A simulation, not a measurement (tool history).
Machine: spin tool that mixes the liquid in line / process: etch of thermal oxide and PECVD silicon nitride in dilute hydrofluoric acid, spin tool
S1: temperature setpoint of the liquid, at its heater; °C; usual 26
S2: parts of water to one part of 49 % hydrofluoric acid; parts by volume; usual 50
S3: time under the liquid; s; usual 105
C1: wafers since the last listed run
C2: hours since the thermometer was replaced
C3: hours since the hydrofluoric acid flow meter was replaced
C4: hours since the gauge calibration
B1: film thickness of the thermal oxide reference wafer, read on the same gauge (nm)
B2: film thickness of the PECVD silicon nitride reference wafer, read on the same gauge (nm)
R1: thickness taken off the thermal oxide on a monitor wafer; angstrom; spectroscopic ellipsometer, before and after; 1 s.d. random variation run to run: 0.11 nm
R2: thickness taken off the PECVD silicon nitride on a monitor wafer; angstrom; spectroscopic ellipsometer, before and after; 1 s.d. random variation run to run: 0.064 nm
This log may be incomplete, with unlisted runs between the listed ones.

run	day	S1	S2	S3	C1	C2	C3	C4	B1	B2	R1	R2
1	0	26	50	105	0	1444.7	967.4	174.6	110	139.96	103.6	80.9
2	0.458	26	50	105	75	1455.7	978.4	185.6	109.97	140.01	101.7	81.2
3	0.712	26	50	105	41	1461.8	984.5	191.7	109.99	139.98	104.4	82.1
# day 0.883: thermometer replaced
4	1.042	26	70	85	47	3.8	992.4	199.6	109.99	139.97	57.4	46.7
5	1.479	28	45	80	72	14.3	1002.9	210.1	110	140.05	95.7	77.4
6	2.175	21	30	105	114	31	1019.6	226.8	109.99	140.01	141.7	93.9
7	2.754	26	50	105	95	44.9	1033.5	240.7	109.98	139.99	101.5	80.4
8	3.175	26	50	105	69	55	1043.6	250.8	109.98	139.99	102	79.7
9	3.562	23.5	50	105	63	64.3	1052.9	260.1	109.99	139.97	90.4	67.6
# day 3.954: hydrofluoric acid flow meter replaced
10	3.975	26	50	50	61	74.2	0.5	270	110.01	139.98	54.6	43.8
11	4.55	24	70	90	94	88	14.3	283.8	110	140	63.7	48.8
12	5.217	26	55	105	109	104	30.3	299.8	110	140.01	104.8	81.8
13	6.333	26	60	105	184	130.8	57.1	326.6	109.98	140.02	96.1	74.8
14	6.854	24	50	105	85	143.3	69.6	339.1	110	139.99	106.4	78.9
15	7.142	26	50	105	47	150.2	76.5	346	110.02	139.99	114.2	90.2
16	7.696	28.5	70	105	91	163.5	89.8	359.3	110.02	139.94	88.3	75.3
# day 7.754: gauge calibrated
17	8.35	26	65	105	107	179.2	105.5	14.3	109.98	139.97	87.6	70.2
18	8.921	26	40	105	94	192.9	119.2	28	109.99	139.99	144.4	110.4
19	9.433	31	35	85	84	205.2	131.5	40.3	109.99	139.99	165.3	143
20	9.717	26	30	75	46	212	138.3	47.1	109.97	140.02	141.5	105.5
21	10.133	24.5	40	150	68	222	148.3	57.1	110	140	194.7	143.3
22	10.688	27.5	60	55	91	235.3	161.6	70.4	109.99	139.99	51.1	42.9
23	11.092	26	50	105	66	245	171.3	80.1	110.03	140.03	111.8	88.3
24	11.492	22.5	75	55	65	254.6	180.9	89.7	110.01	139.99	33.2	24.4
25	11.833	23	30	130	56	262.8	189.1	97.9	109.98	140	210.6	147.2
26	12.404	24.5	40	105	94	276.5	202.8	111.6	110.01	140	133.2	100.4

Here are 4 independent what-if runs from the current tool condition. What would each one return?
A	12.421	26	50	105	2	276.9	203.2	112	?	?	?	?
B	12.421	21.5	35	125	2	276.9	203.2	112	?	?	?	?
C	12.421	24.5	70	60	2	276.9	203.2	112	?	?	?	?
D	12.421	26	50	135	2	276.9	203.2	112	?	?	?	?

run	B1	B2	R1	R2
A	110.01	140.05	112.8	88.4
B	110.01	140.05	162.5	109.8
C	110.01	140.05	42.2	32.8
D	110.01	140.05	145	113.6
What these runs would have given with no unlogged condition in the tool:
run	R1	R2
A	116	90.6
B	166.9	112.6
C	43.4	33.7
D	149.1	116.5
